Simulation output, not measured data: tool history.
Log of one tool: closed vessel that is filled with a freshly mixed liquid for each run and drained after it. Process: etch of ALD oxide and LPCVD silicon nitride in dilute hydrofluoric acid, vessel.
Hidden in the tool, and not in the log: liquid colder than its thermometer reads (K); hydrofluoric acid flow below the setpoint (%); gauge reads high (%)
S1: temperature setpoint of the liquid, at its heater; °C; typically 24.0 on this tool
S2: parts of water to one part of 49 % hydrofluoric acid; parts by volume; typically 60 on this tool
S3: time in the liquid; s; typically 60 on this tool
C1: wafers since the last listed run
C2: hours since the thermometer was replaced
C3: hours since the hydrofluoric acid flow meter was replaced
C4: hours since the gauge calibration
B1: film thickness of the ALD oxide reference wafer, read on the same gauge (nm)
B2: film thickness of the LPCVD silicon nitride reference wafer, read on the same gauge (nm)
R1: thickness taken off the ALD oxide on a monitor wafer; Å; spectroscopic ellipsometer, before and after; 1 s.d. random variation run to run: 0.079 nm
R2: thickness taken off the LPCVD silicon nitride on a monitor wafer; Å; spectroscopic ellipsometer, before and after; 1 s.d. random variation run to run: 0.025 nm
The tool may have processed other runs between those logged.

run,day,S1,S2,S3,C1,C2,C3,C4,B1,B2,R1,R2
1,0.000,24.0,60,60,0,956.7,1529.3,1786.8,140.02,110.031,121.5,4.86
2,3.912,24.0,60,60,9796,1050.6,1623.2,1880.7,139.98,109.981,120.9,4.71
3,7.592,24.0,60,60,9212,1138.9,1711.5,1969.0,139.98,110.037,118.9,4.74
4,10.012,24.0,60,60,6061,1197.0,1769.6,2027.1,140.00,110.012,118.9,4.50
# day 12.000: hydrofluoric acid flow meter replaced
5,13.612,24.0,60,60,8910,1283.4,38.7,2113.5,140.00,110.008,127.8,5.23
6,16.258,24.0,60,60,6625,1346.9,102.2,2177.0,140.05,110.006,127.1,4.72
7,24.558,24.0,60,60,20783,1546.1,301.4,2376.2,140.00,109.993,125.7,5.29
8,27.675,24.0,60,35,7804,1620.9,376.2,2451.0,140.01,110.003,73.3,3.03
9,36.433,24.0,60,40,21931,1831.1,586.4,2661.2,139.98,109.984,82.3,3.09
10,39.004,21.5,85,50,6437,1892.8,648.1,2722.9,140.01,110.000,63.8,2.39
11,40.958,24.0,60,30,4893,1939.7,695.0,2769.8,139.99,109.994,61.8,2.53
12,44.642,24.0,60,70,9223,2028.1,783.4,2858.2,140.01,110.012,141.9,6.05
13,47.033,24.0,60,60,5988,2085.5,840.8,2915.6,140.02,110.018,122.4,4.67
14,49.058,25.5,40,80,5070,2134.1,889.4,2964.2,140.03,109.990,262.9,9.41
15,53.342,20.0,60,60,10725,2236.9,992.2,3067.0,140.01,110.000,101.5,3.68
16,57.075,24.0,40,60,9348,2326.5,1081.8,3156.6,140.03,109.999,185.1,7.08
# day 57.708: thermometer replaced
17,59.050,24.0,60,60,4841,32.2,1129.2,3204.0,139.98,109.975,125.8,5.10
# day 60.067: gauge calibrated
18,63.388,29.0,50,95,10861,136.3,1233.3,79.7,140.02,110.022,292.6,12.27
19,67.650,24.0,60,60,10673,238.6,1335.6,182.0,139.99,110.012,124.0,4.85
20,69.275,27.0,80,75,4069,277.6,1374.6,221.0,139.99,109.986,127.7,5.56

What does the tool deliver on the next run?
21,72.296,24.0,60,60,7564,350.1,1447.1,293.5,?,?,?,?

For run 21 the tool returned B1 140.01, B2 109.981, R1 123.0 Å, R2 4.85 Å.
With the hidden condition absent and the run-to-run variation left alone, this run would have shown R1 133.3 Å, R2 5.30 Å.
